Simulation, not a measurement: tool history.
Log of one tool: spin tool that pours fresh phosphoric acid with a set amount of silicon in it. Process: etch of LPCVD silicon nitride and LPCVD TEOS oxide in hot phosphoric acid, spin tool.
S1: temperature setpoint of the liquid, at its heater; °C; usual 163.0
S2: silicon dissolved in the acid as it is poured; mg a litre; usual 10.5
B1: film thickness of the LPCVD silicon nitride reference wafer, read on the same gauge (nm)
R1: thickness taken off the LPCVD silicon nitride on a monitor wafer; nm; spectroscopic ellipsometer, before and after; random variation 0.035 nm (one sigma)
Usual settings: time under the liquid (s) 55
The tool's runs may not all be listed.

Run 1, hour 0.0: usual settings; B1 40.01. Result: R1 5.28 nm.
Run 2, hour 76.4: usual settings; B1 40.01. Result: R1 5.25 nm.
Run 3, hour 202.6: usual settings; B1 40.00. Result: R1 5.23 nm.
At hour 226.4: thermometer replaced.
At hour 250.3: heated supply line repaired.
Run 4, hour 467.3: usual settings; B1 40.00. Result: R1 5.51 nm.
Run 5, hour 518.6: usual settings but S1 165.0 °C; B1 40.03. Result: R1 5.93 nm.
Run 6, hour 610.6: usual settings; B1 40.00. Result: R1 5.51 nm.
Run 7, hour 696.9: usual settings but S1 164.5 °C, S2 4.0 mg a litre; B1 39.98. Result: R1 5.78 nm.
Run 8, hour 787.9: usual settings but time under the liquid (s) 90; B1 40.01. Result: R1 9.04 nm.
Run 9, hour 867.6: usual settings but S1 165.0 °C, S2 8.0 mg a litre, time under the liquid (s) 40; B1 40.00. Result: R1 4.32 nm.
Run 10, hour 952.4: usual settings but S1 164.5 °C, S2 2.0 mg a litre; B1 39.99. Result: R1 5.80 nm.
Run 11, hour 1033.1: usual settings; B1 39.98. Result: R1 5.51 nm.
At hour 1123.6: dissolved silicon flow meter replaced.
Run 12, hour 1134.6: usual settings but S1 165.0 °C, S2 3.5 mg a litre; B1 40.02. Result: R1 5.81 nm.
Run 13, hour 1238.8: usual settings but time under the liquid (s) 70; B1 39.99. Result: R1 6.96 nm.
Run 14, hour 1286.9: usual settings but S1 161.0 °C; B1 40.00. Result: R1 5.07 nm.
Run 15, hour 1365.5: usual settings; B1 40.01. Result: R1 5.42 nm.
Run 16, hour 1455.9: usual settings but S2 17.5 mg a litre; B1 39.98. Result: R1 5.39 nm.
At hour 1557.5: thermometer replaced.
Run 17, hour 1559.8: usual settings but S2 18.0 mg a litre; B1 40.00. Result: R1 5.42 nm.
Run 18, hour 1637.2: usual settings; B1 40.01. Result: R1 5.37 nm.
Run 19, hour 1684.8: usual settings; B1 40.01. Result: R1 5.40 nm.
Run 20, hour 1768.9: usual settings but S1 161.0 °C, time under the liquid (s) 30; B1 39.99. Result: R1 2.76 nm.
Run 21, hour 1848.2: usual settings; B1 40.00. Result: R1 5.44 nm.
Run 22, hour 1952.9: usual settings but S2 7.0 mg a litre; B1 40.02. Result: R1 5.35 nm.

4 ways to go on from here, each from the tool as it stands after run 22. What would each give?
Run A, hour 1953.3: usual settings but S2 2.5 mg a litre; B1 ?. Result: R1 ?.
Run B, hour 1953.3: usual settings but S1 160.5 °C; B1 ?. Result: R1 ?.
Run C, hour 1953.3: usual settings but S1 165.5 °C, time under the liquid (s) 65; B1 ?. Result: R1 ?.
Run D, hour 1953.3: usual settings but S1 165.0 °C, time under the liquid (s) 80; B1 ?. Result: R1 ?.

run     B1    R1
  A  39.98  5.40
  B  39.98  4.97
  C  39.98  6.93
  D  39.98  8.39
Without the tool's hidden state the same runs would have given:
run    R1
  A  5.57
  B  5.13
  C  7.15
  D  8.66
